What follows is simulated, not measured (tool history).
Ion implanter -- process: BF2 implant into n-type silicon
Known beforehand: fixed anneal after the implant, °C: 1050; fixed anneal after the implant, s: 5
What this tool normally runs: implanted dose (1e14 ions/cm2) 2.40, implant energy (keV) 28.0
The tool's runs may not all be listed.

run	day	implanted dose (1e14 ions/cm2)	implant energy (keV)	read-back reference wafer on the same gauge, sheet resistance	sheet resistance of the implanted and annealed layer (ohm/square)
1	0.000	2.40	35.0	407.51	447.48
2	1.667	2.40	35.0	406.97	446.00
3	3.933	2.40	35.0	407.15	449.28
4	5.388	2.40	28.0	406.97	457.97
5	7.938	2.40	28.0	406.91	459.40
6	9.142	2.40	28.0	406.59	459.52
7	12.121	2.40	28.0	407.23	460.64
8	13.592	1.81	20.5	407.11	604.43
9	15.512	2.40	19.5	407.05	479.23
10	23.271	1.78	34.5	406.52	570.73
11	25.246	2.40	28.0	407.08	459.40
12	28.158	2.40	36.0	406.32	447.29
13	29.496	2.20	22.0	406.78	506.73
14	32.358	2.80	35.0	406.76	392.78
15	33.608	2.93	28.0	406.85	388.38

Put back what was entered between runs (4 entries, withheld): which listed runs does each sit between, and how does the hidden state differ from the listed run before to the listed run after?
Between runs 1 and 2: gauge calibrated (day 0.671)
  nothing in the hidden state changes from one run to the other
Between runs 6 and 7: extraction supply calibrated (day 10.158)
  nothing in the hidden state changes from one run to the other
Between runs 7 and 8: Faraday cup replaced and dose calibrated (day 13.571)
  nothing in the hidden state changes from one run to the other
Between runs 10 and 11: gauge calibrated (day 24.492)
  nothing in the hidden state changes from one run to the other
